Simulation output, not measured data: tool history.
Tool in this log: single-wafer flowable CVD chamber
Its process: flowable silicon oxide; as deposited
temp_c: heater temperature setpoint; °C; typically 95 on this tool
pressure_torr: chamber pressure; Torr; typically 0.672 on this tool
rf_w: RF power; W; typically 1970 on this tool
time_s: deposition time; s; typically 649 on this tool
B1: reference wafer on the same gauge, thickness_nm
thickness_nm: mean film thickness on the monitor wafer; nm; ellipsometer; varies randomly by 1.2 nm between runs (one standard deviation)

Run 1, hour 0.0: usual settings but pressure_torr 0.747 Torr; B1 299.277. Result: thickness_nm 412.730 nm.
Run 2, hour 67.5: usual settings; B1 299.218. Result: thickness_nm 374.596 nm.
Run 3, hour 88.8: usual settings; B1 298.902. Result: thickness_nm 374.846 nm.
Run 4, hour 113.1: usual settings; B1 299.253. Result: thickness_nm 376.836 nm.
At hour 114.7: gauge calibrated.
Run 5, hour 146.8: usual settings but pressure_torr 0.546 Torr; B1 299.655. Result: thickness_nm 305.971 nm.
Run 6, hour 171.5: usual settings but pressure_torr 0.546 Torr; B1 299.294. Result: thickness_nm 305.168 nm.
Run 7, hour 195.3: usual settings but pressure_torr 0.546 Torr; B1 299.420. Result: thickness_nm 304.852 nm.
Run 8, hour 218.4: usual settings; B1 299.025. Result: thickness_nm 374.696 nm.
Run 9, hour 243.2: usual settings but time_s 692 s; B1 299.093. Result: thickness_nm 400.123 nm.
Run 10, hour 260.8: usual settings but rf_w 1735 W; B1 298.675. Result: thickness_nm 359.230 nm.
At hour 279.4: showerhead replaced.
Run 11, hour 292.1: usual settings but rf_w 1735 W; B1 298.729. Result: thickness_nm 362.134 nm.
Run 12, hour 319.9: usual settings; B1 298.698. Result: thickness_nm 374.880 nm.
At hour 336.8: RF generator calibrated.
Run 13, hour 344.9: usual settings but temp_c 108 °C, pressure_torr 0.835 Torr; B1 299.101. Result: thickness_nm 303.203 nm.
Run 14, hour 358.5: usual settings but temp_c 108 °C, pressure_torr 0.630 Torr, rf_w 1845 W, time_s 541 s; B1 298.977. Result: thickness_nm 188.230 nm.
At hour 374.5: capacitance manometer re-zeroed and calibrated.
Run 15, hour 388.5: usual settings but temp_c 108 °C, pressure_torr 0.630 Torr, rf_w 1845 W, time_s 541 s; B1 299.055. Result: thickness_nm 174.523 nm.
Run 16, hour 402.0: usual settings but pressure_torr 0.724 Torr, rf_w 1695 W, time_s 613 s; B1 299.045. Result: thickness_nm 338.958 nm.
Run 17, hour 420.1: usual settings but pressure_torr 0.546 Torr; B1 299.059. Result: thickness_nm 286.301 nm.

For run 18, what comes out?
Run 18, hour 444.9: usual settings but pressure_torr 0.736 Torr, time_s 773 s; B1 ?. Result: thickness_nm ?.

B1: 298.613
thickness_nm: 456.068 nm
Without the tool's hidden state the same run would have given thickness_nm 452.084 nm.
